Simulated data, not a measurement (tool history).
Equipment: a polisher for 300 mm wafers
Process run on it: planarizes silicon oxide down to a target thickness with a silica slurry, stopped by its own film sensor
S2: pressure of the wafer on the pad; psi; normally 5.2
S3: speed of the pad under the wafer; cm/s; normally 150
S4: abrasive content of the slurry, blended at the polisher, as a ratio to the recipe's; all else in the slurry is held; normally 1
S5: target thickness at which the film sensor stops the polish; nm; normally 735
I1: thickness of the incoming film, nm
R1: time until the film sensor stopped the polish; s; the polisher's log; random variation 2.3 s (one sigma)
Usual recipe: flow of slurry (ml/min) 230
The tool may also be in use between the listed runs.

run 1 hour=0 | flow_of_slurry_(ml/min)=230 S2=5.2 S3=150 S4=1 S5=735 | I1=1397.1 | R1=148.9
run 2 hour=32.7 | flow_of_slurry_(ml/min)=230 S2=5.2 S3=150 S4=1 S5=735 | I1=1407.2 | R1=157.9
-- hour=50.2 worn pad replaced by a new one
run 3 hour=50.7 | flow_of_slurry_(ml/min)=230 S2=5.2 S3=150 S4=1 S5=735 | I1=1407.9 | R1=160.2
-- hour=61.3 slurry blender recalibrated
run 4 hour=80 | flow_of_slurry_(ml/min)=230 S2=5.2 S3=150 S4=1 S5=735 | I1=1386.6 | R1=141.1
-- hour=82.8 conditioning disc replaced and pad reconditioned
run 5 hour=99.5 | flow_of_slurry_(ml/min)=230 S2=5.2 S3=150 S4=1 S5=735 | I1=1391.3 | R1=129.5
run 6 hour=126.6 | flow_of_slurry_(ml/min)=230 S2=5.2 S3=150 S4=1 S5=735 | I1=1388.2 | R1=125.1
run 7 hour=148.1 | flow_of_slurry_(ml/min)=230 S2=5.2 S3=150 S4=1 S5=735 | I1=1406.6 | R1=136.7
-- hour=173.2 worn pad replaced by a new one
run 8 hour=173.7 | flow_of_slurry_(ml/min)=230 S2=5.2 S3=150 S4=1 S5=735 | I1=1408.8 | R1=135.2
run 9 hour=185.9 | flow_of_slurry_(ml/min)=230 S2=5.2 S3=150 S4=1 S5=735 | I1=1399 | R1=136.4
run 10 hour=214.4 | flow_of_slurry_(ml/min)=230 S2=5.2 S3=150 S4=1 S5=735 | I1=1432.4 | R1=154.8
run 11 hour=247.3 | flow_of_slurry_(ml/min)=230 S2=5.2 S3=150 S4=1 S5=735 | I1=1410.7 | R1=151.8
-- hour=265.7 conditioning disc replaced and pad reconditioned
run 12 hour=268.3 | flow_of_slurry_(ml/min)=230 S2=5.2 S3=150 S4=1 S5=735 | I1=1395.6 | R1=131.1
-- hour=283.5 head pressure recalibrated
run 13 hour=287.5 | flow_of_slurry_(ml/min)=230 S2=4.2 S3=170 S4=0.85 S5=735 | I1=1390.8 | R1=149.8
-- hour=298.5 worn pad replaced by a new one
run 14 hour=318.2 | flow_of_slurry_(ml/min)=230 S2=5.2 S3=150 S4=1 S5=735 | I1=1415.5 | R1=140
run 15 hour=342.7 | flow_of_slurry_(ml/min)=230 S2=6 S3=150 S4=1.1 S5=735 | I1=1411.2 | R1=121.8
run 16 hour=372.3 | flow_of_slurry_(ml/min)=230 S2=5.2 S3=122 S4=1 S5=890 | I1=1438.7 | R1=131.5
run 17 hour=388.4 | flow_of_slurry_(ml/min)=305 S2=5.2 S3=120 S4=1 S5=735 | I1=1399.7 | R1=162

Run 18, settings as shown, results not yet in. Your forecast:
-- hour=447.9 conditioning disc replaced and pad reconditioned
-- hour=454.1 worn pad replaced by a new one
run 18 hour=480.2 | flow_of_slurry_(ml/min)=230 S2=6.9 S3=150 S4=1.15 S5=735 | I1=1408.9 | R1=?

R1: 110 s
The same run, on a tool lacking any hidden state, would have yielded R1 93.6 s.
